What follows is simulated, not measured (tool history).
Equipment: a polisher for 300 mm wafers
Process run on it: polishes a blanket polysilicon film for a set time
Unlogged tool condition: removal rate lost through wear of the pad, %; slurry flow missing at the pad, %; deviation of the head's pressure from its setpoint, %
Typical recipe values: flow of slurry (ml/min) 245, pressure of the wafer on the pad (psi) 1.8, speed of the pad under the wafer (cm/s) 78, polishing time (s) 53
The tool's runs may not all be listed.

run   hour  flow of slurry (ml/min)  pressure of the wafer on the pad (psi)  speed of the pad under the wafer (cm/s)  polishing time (s)  wafers since the last listed run  wafers polished on this pad  hours since the slurry nozzle was cleaned  hours since the head pressure was calibrated  incoming thickness of the incoming film, nm  film removed (nm)
  1    0.0                      245                                     1.8                                       78                  53                                 0                          831                                      168.8                                         799.9                                       1892.4              205.9
  2   31.4                      245                                     1.8                                       78                  53                               289                         1121                                      200.2                                         831.3                                       1930.9              204.0
      89.8  -- worn pad replaced by a new one
  3   96.5                      245                                     1.8                                       78                  53                               564                           61                                      265.3                                         896.4                                       1924.1              226.8
     149.5  -- slurry nozzle cleaned
  4  150.0                      245                                     1.8                                       78                  61                               484                          546                                        0.5                                         949.9                                       1888.1              245.1
  5  207.8                      245                                     1.8                                       78                  53                               533                         1079                                       58.3                                        1007.7                                       1881.9              204.6
     236.5  -- worn pad replaced by a new one
     375.0  -- worn pad replaced by a new one
  6  377.2                      245                                     1.8                                       78                  53                              1490                           20                                      227.7                                        1177.1                                       1903.4              227.3
     414.6  -- slurry nozzle cleaned
  7  418.4                      245                                     1.8                                       78                  53                               371                          391                                        3.8                                        1218.3                                       1913.9              214.5
     482.3  -- head pressure recalibrated
  8  489.0                      165                                     1.8                                       78                  53                               633                         1025                                       74.4                                           6.7                                       1905.0              170.4
     550.9  -- worn pad replaced by a new one
  9  552.4                      200                                     2.1                                       52                  46                               548                           13                                      137.8                                          70.1                                       1887.3              134.9
 10  582.7                      245                                     1.8                                       78                  64                               279                          293                                      168.1                                         100.4                                       1932.7              254.5
 11  640.0                      245                                     1.8                                       78                  53                               528                          822                                      225.4                                         157.7                                       1889.7              197.8
 12  686.5                      315                                     1.5                                       98                  63                               429                         1251                                      271.9                                         204.2                                       1929.4              263.3
     695.6  -- worn pad replaced by a new one
     707.7  -- slurry nozzle cleaned
 13  734.1                      245                                     1.5                                       78                  53                               393                          346                                       26.4                                         251.8                                       1938.1              174.4
 14  789.1                      175                                     1.6                                       98                  35                               507                          853                                       81.4                                         306.8                                       1904.5              141.2

Run by run, hidden condition taken away, random variation retained:
run  film removed (nm)
  1              214.3
  2              214.6
  3              212.9
  4              247.9
  5              213.0
  6              211.0
  7              213.2
  8              195.1
  9              134.1
 10              265.7
 11              215.0
 12              288.6
 13              182.9
 14              153.8
